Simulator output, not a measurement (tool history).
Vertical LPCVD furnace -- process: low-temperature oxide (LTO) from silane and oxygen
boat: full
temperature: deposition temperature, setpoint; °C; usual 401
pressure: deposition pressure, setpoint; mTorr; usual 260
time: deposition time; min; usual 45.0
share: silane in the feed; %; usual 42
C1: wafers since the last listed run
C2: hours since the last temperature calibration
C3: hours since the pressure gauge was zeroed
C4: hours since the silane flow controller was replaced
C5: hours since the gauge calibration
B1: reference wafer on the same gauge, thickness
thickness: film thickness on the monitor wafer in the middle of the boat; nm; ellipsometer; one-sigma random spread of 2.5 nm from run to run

{"run": 1, "day": 0.0, "temperature": 401, "pressure": 260, "time": 45.0, "share": 42, "C1": 0, "C2": 2477.9, "C3": 3885.6, "C4": 3500.0, "C5": 36.5, "B1": 574.68, "thickness": 532.32}
{"run": 2, "day": 1.233, "temperature": 401, "pressure": 260, "time": 45.0, "share": 42, "C1": 581, "C2": 2507.5, "C3": 3915.2, "C4": 3529.6, "C5": 66.1, "B1": 574.13, "thickness": 526.88}
{"run": 3, "day": 2.346, "temperature": 401, "pressure": 260, "time": 45.0, "share": 42, "C1": 524, "C2": 2534.2, "C3": 3941.9, "C4": 3556.3, "C5": 92.8, "B1": 574.36, "thickness": 530.71}
{"run": 4, "day": 3.271, "temperature": 401, "pressure": 260, "time": 45.0, "share": 42, "C1": 436, "C2": 2556.4, "C3": 3964.1, "C4": 3578.5, "C5": 115.0, "B1": 574.17, "thickness": 530.5}
{"run": 5, "day": 3.867, "temperature": 401, "pressure": 260, "time": 45.0, "share": 42, "C1": 280, "C2": 2570.7, "C3": 3978.4, "C4": 3592.8, "C5": 129.3, "B1": 573.85, "thickness": 526.85}
{"run": 6, "day": 4.562, "temperature": 401, "pressure": 260, "time": 45.0, "share": 47, "C1": 328, "C2": 2587.4, "C3": 3995.1, "C4": 3609.5, "C5": 146.0, "B1": 574.07, "thickness": 594.93}
{"run": 7, "day": 5.483, "temperature": 401, "pressure": 260, "time": 45.0, "share": 47, "C1": 434, "C2": 2609.5, "C3": 4017.2, "C4": 3631.6, "C5": 168.1, "B1": 573.65, "thickness": 589.91}
{"run": 8, "day": 6.779, "temperature": 401, "pressure": 260, "time": 45.0, "share": 47, "C1": 610, "C2": 2640.6, "C3": 4048.3, "C4": 3662.7, "C5": 199.2, "B1": 573.71, "thickness": 591.94}
{"run": 9, "day": 7.475, "temperature": 401, "pressure": 260, "time": 45.0, "share": 42, "C1": 328, "C2": 2657.3, "C3": 4065.0, "C4": 3679.4, "C5": 215.9, "B1": 574.02, "thickness": 528.54}
{"run": 10, "day": 10.592, "temperature": 401, "pressure": 260, "time": 45.0, "share": 36, "C1": 1469, "C2": 2732.1, "C3": 4139.8, "C4": 3754.2, "C5": 290.7, "B1": 574.1, "thickness": 439.37}
{"day": 12.538, "done": "silane flow controller replaced"}
{"run": 11, "day": 14.696, "temperature": 401, "pressure": 260, "time": 45.0, "share": 36, "C1": 1463, "C2": 2830.6, "C3": 4238.3, "C4": 51.8, "C5": 389.2, "B1": 574.25, "thickness": 439.41}
{"run": 12, "day": 15.338, "temperature": 401, "pressure": 260, "time": 35.0, "share": 42, "C1": 302, "C2": 2846.0, "C3": 4253.7, "C4": 67.2, "C5": 404.6, "B1": 574.14, "thickness": 410.37}
{"run": 13, "day": 16.421, "temperature": 401, "pressure": 260, "time": 35.0, "share": 42, "C1": 510, "C2": 2872.0, "C3": 4279.7, "C4": 93.2, "C5": 430.6, "B1": 573.86, "thickness": 412.35}
{"run": 14, "day": 17.554, "temperature": 401, "pressure": 260, "time": 35.0, "share": 42, "C1": 534, "C2": 2899.2, "C3": 4306.9, "C4": 120.4, "C5": 457.8, "B1": 573.86, "thickness": 407.87}
{"run": 15, "day": 19.279, "temperature": 401, "pressure": 260, "time": 45.0, "share": 42, "C1": 813, "C2": 2940.6, "C3": 4348.3, "C4": 161.8, "C5": 499.2, "B1": 574.5, "thickness": 528.68}
{"run": 16, "day": 20.575, "temperature": 411, "pressure": 260, "time": 45.0, "share": 42, "C1": 610, "C2": 2971.7, "C3": 4379.4, "C4": 192.9, "C5": 530.3, "B1": 574.22, "thickness": 582.91}
{"run": 17, "day": 21.433, "temperature": 394, "pressure": 205, "time": 45.0, "share": 36, "C1": 404, "C2": 2992.3, "C3": 4400.0, "C4": 213.5, "C5": 550.9, "B1": 573.72, "thickness": 316.03}
{"run": 18, "day": 22.004, "temperature": 406, "pressure": 260, "time": 32.5, "share": 45, "C1": 269, "C2": 3006.0, "C3": 4413.7, "C4": 227.2, "C5": 564.6, "B1": 574.32, "thickness": 433.06}
{"day": 23.283, "done": "thermocouples replaced and temperature profile calibrated"}
{"run": 19, "day": 23.304, "temperature": 401, "pressure": 315, "time": 45.0, "share": 42, "C1": 141, "C2": 0.5, "C3": 4444.9, "C4": 258.4, "C5": 595.8, "B1": 574.05, "thickness": 644.73}
{"run": 20, "day": 24.154, "temperature": 401, "pressure": 285, "time": 45.0, "share": 42, "C1": 400, "C2": 20.9, "C3": 4465.3, "C4": 278.8, "C5": 616.2, "B1": 573.83, "thickness": 575.6}
{"run": 21, "day": 25.188, "temperature": 397, "pressure": 215, "time": 45.0, "share": 42, "C1": 487, "C2": 45.7, "C3": 4490.1, "C4": 303.6, "C5": 641.0, "B1": 573.84, "thickness": 418.16}
{"day": 26.262, "done": "pressure gauge zeroed"}
{"run": 22, "day": 26.283, "temperature": 406, "pressure": 260, "time": 55.0, "share": 45, "C1": 45, "C2": 72.0, "C3": 0.5, "C4": 329.9, "C5": 667.3, "B1": 573.39, "thickness": 742.95}
{"run": 23, "day": 26.604, "temperature": 401, "pressure": 260, "time": 45.0, "share": 42, "C1": 151, "C2": 79.7, "C3": 8.2, "C4": 337.6, "C5": 675.0, "B1": 573.69, "thickness": 527.77}
{"run": 24, "day": 27.912, "temperature": 395, "pressure": 200, "time": 37.0, "share": 40, "C1": 616, "C2": 111.1, "C3": 39.6, "C4": 369.0, "C5": 706.4, "B1": 574.27, "thickness": 292.54}
{"day": 28.217, "done": "gauge calibrated"}
{"run": 25, "day": 29.267, "temperature": 395, "pressure": 310, "time": 35.5, "share": 42, "C1": 638, "C2": 143.6, "C3": 72.1, "C4": 401.5, "C5": 25.2, "B1": 573.71, "thickness": 464.22}
{"run": 26, "day": 33.325, "temperature": 412, "pressure": 260, "time": 54.5, "share": 42, "C1": 1913, "C2": 241.0, "C3": 169.5, "C4": 498.9, "C5": 122.6, "B1": 574.33, "thickness": 715.32}
{"run": 27, "day": 34.183, "temperature": 393, "pressure": 225, "time": 45.0, "share": 42, "C1": 404, "C2": 261.6, "C3": 190.1, "C4": 519.5, "C5": 143.2, "B1": 573.71, "thickness": 419.61}
{"run": 28, "day": 35.096, "temperature": 401, "pressure": 280, "time": 45.0, "share": 42, "C1": 430, "C2": 283.5, "C3": 212.0, "C4": 541.4, "C5": 165.1, "B1": 574.63, "thickness": 566.36}
{"run": 29, "day": 35.804, "temperature": 401, "pressure": 260, "time": 45.0, "share": 42, "C1": 333, "C2": 300.5, "C3": 229.0, "C4": 558.4, "C5": 182.1, "B1": 573.84, "thickness": 530.96}
{"run": 30, "day": 36.896, "temperature": 401, "pressure": 260, "time": 35.0, "share": 42, "C1": 514, "C2": 326.7, "C3": 255.2, "C4": 584.6, "C5": 208.3, "B1": 574.35, "thickness": 411.09}

For each run, what was the tool's unlogged condition?
true tube temperature minus thermocouple reading, K: 0 at every run
true pressure minus gauge reading, mTorr: 0 at every run
deviation of the silane flow from its setpoint, %: 0 at every run
gauge reads high (%): 0 at every run
